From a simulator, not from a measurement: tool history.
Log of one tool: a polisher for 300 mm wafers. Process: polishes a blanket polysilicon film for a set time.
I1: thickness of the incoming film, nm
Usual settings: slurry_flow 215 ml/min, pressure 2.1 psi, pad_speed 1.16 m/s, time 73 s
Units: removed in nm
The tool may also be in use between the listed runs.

{"run": 1, "day": 0.0, "slurry_flow": 215, "pressure": 2.1, "pad_speed": 1.16, "time": 73, "I1": 2207.6, "removed": 473.1}
{"day": 0.079, "done": "head pressure recalibrated"}
{"day": 2.104, "done": "worn pad replaced by a new one"}
{"run": 2, "day": 3.05, "slurry_flow": 215, "pressure": 2.1, "pad_speed": 1.16, "time": 73, "I1": 2179, "removed": 467.6}
{"run": 3, "day": 6.825, "slurry_flow": 215, "pressure": 2.1, "pad_speed": 1.16, "time": 73, "I1": 2175, "removed": 464.5}
{"run": 4, "day": 10.854, "slurry_flow": 215, "pressure": 2.1, "pad_speed": 1.16, "time": 61, "I1": 2157.1, "removed": 389.6}
{"run": 5, "day": 14.567, "slurry_flow": 215, "pressure": 2.1, "pad_speed": 1.16, "time": 53, "I1": 2189.7, "removed": 341.2}
{"day": 17.533, "done": "worn pad replaced by a new one"}
{"run": 6, "day": 17.954, "slurry_flow": 215, "pressure": 2.1, "pad_speed": 1.16, "time": 73, "I1": 2169.2, "removed": 464.9}
{"day": 18.004, "done": "slurry nozzle cleaned"}
{"run": 7, "day": 19.829, "slurry_flow": 215, "pressure": 2.1, "pad_speed": 1.16, "time": 73, "I1": 2163.8, "removed": 469.9}
{"run": 8, "day": 21.779, "slurry_flow": 215, "pressure": 2.1, "pad_speed": 1.16, "time": 73, "I1": 2193.8, "removed": 465.5}
{"run": 9, "day": 23.925, "slurry_flow": 215, "pressure": 2.1, "pad_speed": 1.16, "time": 73, "I1": 2154.1, "removed": 469.4}
{"run": 10, "day": 28.371, "slurry_flow": 175, "pressure": 2.1, "pad_speed": 1.16, "time": 73, "I1": 2212.1, "removed": 461.2}
{"day": 30.333, "done": "worn pad replaced by a new one"}
{"run": 11, "day": 32.838, "slurry_flow": 215, "pressure": 2.1, "pad_speed": 1.16, "time": 73, "I1": 2208.4, "removed": 469.6}
{"run": 12, "day": 36.408, "slurry_flow": 145, "pressure": 1.5, "pad_speed": 0.82, "time": 81, "I1": 2181, "removed": 253.5}
{"day": 42.475, "done": "head pressure recalibrated"}
{"day": 43.592, "done": "worn pad replaced by a new one"}
{"run": 13, "day": 48.046, "slurry_flow": 285, "pressure": 1.6, "pad_speed": 0.9, "time": 90, "I1": 2174.1, "removed": 358.4}
{"run": 14, "day": 50.392, "slurry_flow": 255, "pressure": 2.4, "pad_speed": 1.5, "time": 98, "I1": 2178.1, "removed": 953.7}
{"day": 53.75, "done": "slurry nozzle cleaned"}
{"run": 15, "day": 53.962, "slurry_flow": 215, "pressure": 2.1, "pad_speed": 0.98, "time": 73, "I1": 2202.5, "removed": 398.3}
{"day": 55.975, "done": "worn pad replaced by a new one"}
{"run": 16, "day": 57.742, "slurry_flow": 215, "pressure": 2.1, "pad_speed": 1.16, "time": 73, "I1": 2193.3, "removed": 466.1}
{"run": 17, "day": 61.154, "slurry_flow": 275, "pressure": 2.1, "pad_speed": 1.16, "time": 94, "I1": 2183.8, "removed": 624.4}
{"run": 18, "day": 64.158, "slurry_flow": 155, "pressure": 2.1, "pad_speed": 1.16, "time": 53, "I1": 2211.5, "removed": 324.1}
{"run": 19, "day": 68.208, "slurry_flow": 215, "pressure": 2.8, "pad_speed": 0.82, "time": 73, "I1": 2205.2, "removed": 451.3}
{"run": 20, "day": 71.604, "slurry_flow": 215, "pressure": 2.1, "pad_speed": 1.16, "time": 73, "I1": 2202.2, "removed": 466.1}

The tool's hidden state at each run:
removal rate lost through wear of the pad, %: 0 in every run
slurry flow missing at the pad, %: 0 in every run
deviation of the head's pressure from its setpoint, %: 0 in every run
